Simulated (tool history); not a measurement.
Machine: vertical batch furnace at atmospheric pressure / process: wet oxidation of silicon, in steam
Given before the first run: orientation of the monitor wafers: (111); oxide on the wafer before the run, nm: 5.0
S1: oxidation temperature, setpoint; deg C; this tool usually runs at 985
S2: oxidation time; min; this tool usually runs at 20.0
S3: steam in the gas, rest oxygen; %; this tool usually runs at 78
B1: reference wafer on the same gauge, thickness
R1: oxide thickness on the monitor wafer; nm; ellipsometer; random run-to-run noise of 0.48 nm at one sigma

run     day    S1    S2  S3      B1      R1
  1   0.000   973  22.5  78  194.88  175.38
  2   4.062   973  22.5  78  195.07  176.05
  3   7.771   973  22.5  78  194.93  176.30
  4   9.288   994  20.0  78  194.74  193.63
  5  13.767   994  20.0  78  194.94  193.07
  6  16.846   985  13.0  78  195.24  129.97
  7  20.525   985  13.0  78  195.10  131.14
  8  23.521   985  13.0  78  195.07  129.69
     25.704  -- gauge calibrated
  9  26.188  1008  13.0  78  194.93  158.71
     27.579  -- thermocouples replaced and temperature profile calibrated
 10  28.829   976  25.0  70  195.18  176.31
 11  31.750   985  10.5  85  194.98  115.94
 12  34.521   985  20.0  78  194.92  176.65
     36.083  -- steam generator serviced
 13  36.358   985  20.0  78  194.92  182.47
 14  40.262   998  16.0  66  194.91  153.23
 15  42.504   985  20.0  83  194.78  189.58
 16  45.050   985  20.0  78  194.90  181.96
 17  48.412   985  11.0  78  194.90  116.13

Each row is a separate what-if for the run after 17, all from the same tool condition, not one after another. Results?
  A  48.629  985  20.0  67   ?   ?
  B  48.629  997  27.0  88   ?   ?
  C  48.629  970  20.0  78   ?   ?

run      B1      R1
  A  195.19  162.04
  B  195.19  266.02
  C  195.19  158.80
With no hidden state in the tool, these same runs would have given:
run      R1
  A  164.21
  B  269.46
  C  160.94
